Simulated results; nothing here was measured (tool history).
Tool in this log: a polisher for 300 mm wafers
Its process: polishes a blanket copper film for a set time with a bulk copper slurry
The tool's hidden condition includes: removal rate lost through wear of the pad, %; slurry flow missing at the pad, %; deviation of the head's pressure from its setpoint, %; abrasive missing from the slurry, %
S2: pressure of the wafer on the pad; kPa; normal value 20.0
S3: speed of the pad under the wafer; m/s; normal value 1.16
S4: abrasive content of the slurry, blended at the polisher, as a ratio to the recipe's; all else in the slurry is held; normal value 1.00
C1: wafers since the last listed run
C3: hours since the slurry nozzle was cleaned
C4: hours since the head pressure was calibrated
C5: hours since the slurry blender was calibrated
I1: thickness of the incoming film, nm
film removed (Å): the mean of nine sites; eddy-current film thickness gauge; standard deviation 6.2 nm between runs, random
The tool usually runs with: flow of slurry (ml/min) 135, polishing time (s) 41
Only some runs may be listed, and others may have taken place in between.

Run 1, hour 0.0: usual settings but S4 1.25; C1 0; wafers polished on this pad 3519; C3 627.2; C4 851.6; C5 347.2; I1 3933.8. Result: film removed (Å) 5087.
At hour 1.8: worn pad replaced by a new one.
At hour 2.9: slurry nozzle cleaned.
At hour 36.7: slurry blender recalibrated.
Run 2, hour 64.2: usual settings but S4 1.25; C1 507; wafers polished on this pad 507; C3 61.3; C4 915.8; C5 27.5; I1 4025.3. Result: film removed (Å) 5444.
Run 3, hour 131.5: usual settings but S2 15.9 kPa; C1 575; wafers polished on this pad 1083; C3 128.6; C4 983.1; C5 94.8; I1 4081.0. Result: film removed (Å) 4033.
Run 4, hour 212.3: usual settings but S2 15.9 kPa; C1 690; wafers polished on this pad 1773; C3 209.4; C4 1063.9; C5 175.6; I1 3964.6. Result: film removed (Å) 4049.
Run 5, hour 278.5: usual settings but S2 15.9 kPa; C1 565; wafers polished on this pad 2339; C3 275.6; C4 1130.1; C5 241.8; I1 4063.7. Result: film removed (Å) 4086.
Run 6, hour 328.9: usual settings but polishing time (s) 33; C1 430; wafers polished on this pad 2770; C3 326.0; C4 1180.5; C5 292.2; I1 3976.2. Result: film removed (Å) 4132.
At hour 375.8: head pressure recalibrated.
At hour 389.3: slurry blender recalibrated.
Run 7, hour 410.1: usual settings but S2 24.8 kPa; C1 659; wafers polished on this pad 3430; C3 407.2; C4 34.3; C5 20.8; I1 4059.6. Result: film removed (Å) 6258.
At hour 451.3: worn pad replaced by a new one.
Run 8, hour 483.1: usual settings but S2 24.8 kPa; C1 589; wafers polished on this pad 271; C3 480.2; C4 107.3; C5 93.8; I1 4057.5. Result: film removed (Å) 6144.
Run 9, hour 531.5: usual settings but flow of slurry (ml/min) 150; C1 413; wafers polished on this pad 685; C3 528.6; C4 155.7; C5 142.2; I1 3963.8. Result: film removed (Å) 5005.
Run 10, hour 575.7: usual settings but flow of slurry (ml/min) 150; C1 377; wafers polished on this pad 1063; C3 572.8; C4 199.9; C5 186.4; I1 4038.7. Result: film removed (Å) 5034.
Run 11, hour 664.2: usual settings; C1 756; wafers polished on this pad 1819; C3 661.3; C4 288.4; C5 274.9; I1 4001.0. Result: film removed (Å) 4982.
At hour 713.4: slurry nozzle cleaned.
Run 12, hour 745.2: usual settings; C1 683; wafers polished on this pad 2503; C3 31.8; C4 369.4; C5 355.9; I1 4005.9. Result: film removed (Å) 5166.
Run 13, hour 791.9: usual settings; C1 399; wafers polished on this pad 2903; C3 78.5; C4 416.1; C5 402.6; I1 3974.5. Result: film removed (Å) 5188.
At hour 796.1: slurry blender recalibrated.
At hour 833.8: worn pad replaced by a new one.
Run 14, hour 894.6: usual settings; C1 826; wafers polished on this pad 519; C3 181.2; C4 518.8; C5 98.5; I1 4006.5. Result: film removed (Å) 5116.
Run 15, hour 951.8: usual settings but flow of slurry (ml/min) 125, S2 22.1 kPa, polishing time (s) 29; C1 488; wafers polished on this pad 1008; C3 238.4; C4 576.0; C5 155.7; I1 4007.6. Result: film removed (Å) 3882.
Run 16, hour 989.3: usual settings but flow of slurry (ml/min) 95; C1 320; wafers polished on this pad 1329; C3 275.9; C4 613.5; C5 193.2; I1 4026.6. Result: film removed (Å) 4860.
Run 17, hour 1055.7: usual settings but S2 24.8 kPa, S4 1.10; C1 567; wafers polished on this pad 1897; C3 342.3; C4 679.9; C5 259.6; I1 3979.6. Result: film removed (Å) 6451.
Run 18, hour 1116.5: usual settings but flow of slurry (ml/min) 150, polishing time (s) 33; C1 519; wafers polished on this pad 2416; C3 403.1; C4 740.7; C5 320.4; I1 3923.0. Result: film removed (Å) 4160.
Run 19, hour 1198.7: usual settings; C1 702; wafers polished on this pad 3119; C3 485.3; C4 822.9; C5 402.6; I1 3976.6. Result: film removed (Å) 4985.
At hour 1242.9: slurry blender recalibrated.
At hour 1267.4: worn pad replaced by a new one, of another model than before.
Run 20, hour 1297.5: usual settings; C1 793; wafers polished on this pad 257; C3 584.1; C4 921.7; C5 54.6; I1 3973.3. Result: film removed (Å) 4817.
Run 21, hour 1388.6: usual settings but flow of slurry (ml/min) 150; C1 778; wafers polished on this pad 1035; C3 675.2; C4 1012.8; C5 145.7; I1 3991.1. Result: film removed (Å) 4891.
At hour 1425.9: slurry nozzle cleaned.
Run 22, hour 1493.9: usual settings but S2 22.8 kPa, S4 1.15, polishing time (s) 45; C1 891; wafers polished on this pad 1927; C3 68.0; C4 1118.1; C5 251.0; I1 3955.9. Result: film removed (Å) 6281.
At hour 1570.7: head pressure recalibrated.
Run 23, hour 1614.9: usual settings but flow of slurry (ml/min) 125, S4 0.80; C1 1017; wafers polished on this pad 2944; C3 189.0; C4 44.2; C5 372.0; I1 3965.8. Result: film removed (Å) 4738.
At hour 1629.7: worn pad replaced by a new one.
At hour 1657.5: slurry blender recalibrated.
Run 24, hour 1698.6: usual settings but flow of slurry (ml/min) 180, S3 1.04 m/s; C1 664; wafers polished on this pad 572; C3 272.7; C4 127.9; C5 41.1; I1 4044.2. Result: film removed (Å) 5102.
Run 25, hour 1805.6: usual settings but flow of slurry (ml/min) 125, S4 0.80; C1 914; wafers polished on this pad 1486; C3 379.7; C4 234.9; C5 148.1; I1 3964.3. Result: film removed (Å) 4647.
Run 26, hour 1843.4: usual settings but S2 13.1 kPa, S3 0.82 m/s; C1 323; wafers polished on this pad 1810; C3 417.5; C4 272.7; C5 185.9; I1 4013.7. Result: film removed (Å) 3526.
Run 27, hour 1939.3: usual settings but S3 1.40 m/s, S4 0.85; C1 819; wafers polished on this pad 2629; C3 513.4; C4 368.6; C5 281.8; I1 3984.1. Result: film removed (Å) 4829.
At hour 2002.2: slurry nozzle cleaned.
Run 28, hour 2017.4: usual settings; C1 659; wafers polished on this pad 3288; C3 15.2; C4 446.7; C5 359.9; I1 3949.8. Result: film removed (Å) 5113.

What differs in the tool's unlogged condition from the final listed run ahead of each entry between runs to the first listed run following it?
In the gap between runs 1 and 2: worn pad replaced by a new one (hour 1.8); slurry nozzle cleaned (hour 2.9); slurry blender recalibrated (hour 36.7)
  slurry flow missing at the pad, %: 41.7 -> 6.18
  measured value less the no-hidden-state value, film removed (Å): -330 -> -40
In the gap between runs 6 and 7: head pressure recalibrated (hour 375.8); slurry blender recalibrated (hour 389.3)
  slurry flow missing at the pad, %: 22.2 -> 27.2
  measured value less the no-hidden-state value, film removed (Å): -123 -> -236
In the gap between runs 7 and 8: worn pad replaced by a new one (hour 451.3)
  slurry flow missing at the pad, %: 27.2 -> 31.6
  measured value less the no-hidden-state value, film removed (Å): -236 -> -278
In the gap between runs 11 and 12: slurry nozzle cleaned (hour 713.4)
  slurry flow missing at the pad, %: 42.6 -> 2.51
  measured value less the no-hidden-state value, film removed (Å): -333 -> -15
In the gap between runs 13 and 14: slurry blender recalibrated (hour 796.1); worn pad replaced by a new one (hour 833.8)
  slurry flow missing at the pad, %: 5.34 -> 11.6
  measured value less the no-hidden-state value, film removed (Å): -33 -> -73
In the gap between runs 19 and 20: slurry blender recalibrated (hour 1242.9); worn pad replaced by a new one, of another model than before (hour 1267.4)
  slurry flow missing at the pad, %: 30 -> 36
  measured value less the no-hidden-state value, film removed (Å): -212 -> -366
In the gap between runs 21 and 22: slurry nozzle cleaned (hour 1425.9)
  slurry flow missing at the pad, %: 41.5 -> 12.1
  measured value less the no-hidden-state value, film removed (Å): -423 -> -126
In the gap between runs 22 and 23: head pressure recalibrated (hour 1570.7)
  slurry flow missing at the pad, %: 12.1 -> 19.5
  measured value less the no-hidden-state value, film removed (Å): -126 -> -172
In the gap between runs 23 and 24: worn pad replaced by a new one (hour 1629.7); slurry blender recalibrated (hour 1657.5)
  slurry flow missing at the pad, %: 19.5 -> 24.5
  measured value less the no-hidden-state value, film removed (Å): -172 -> -188
In the gap between runs 27 and 28: slurry nozzle cleaned (hour 2002.2)
  slurry flow missing at the pad, %: 39.1 -> 6.49
  measured value less the no-hidden-state value, film removed (Å): -413 -> -53
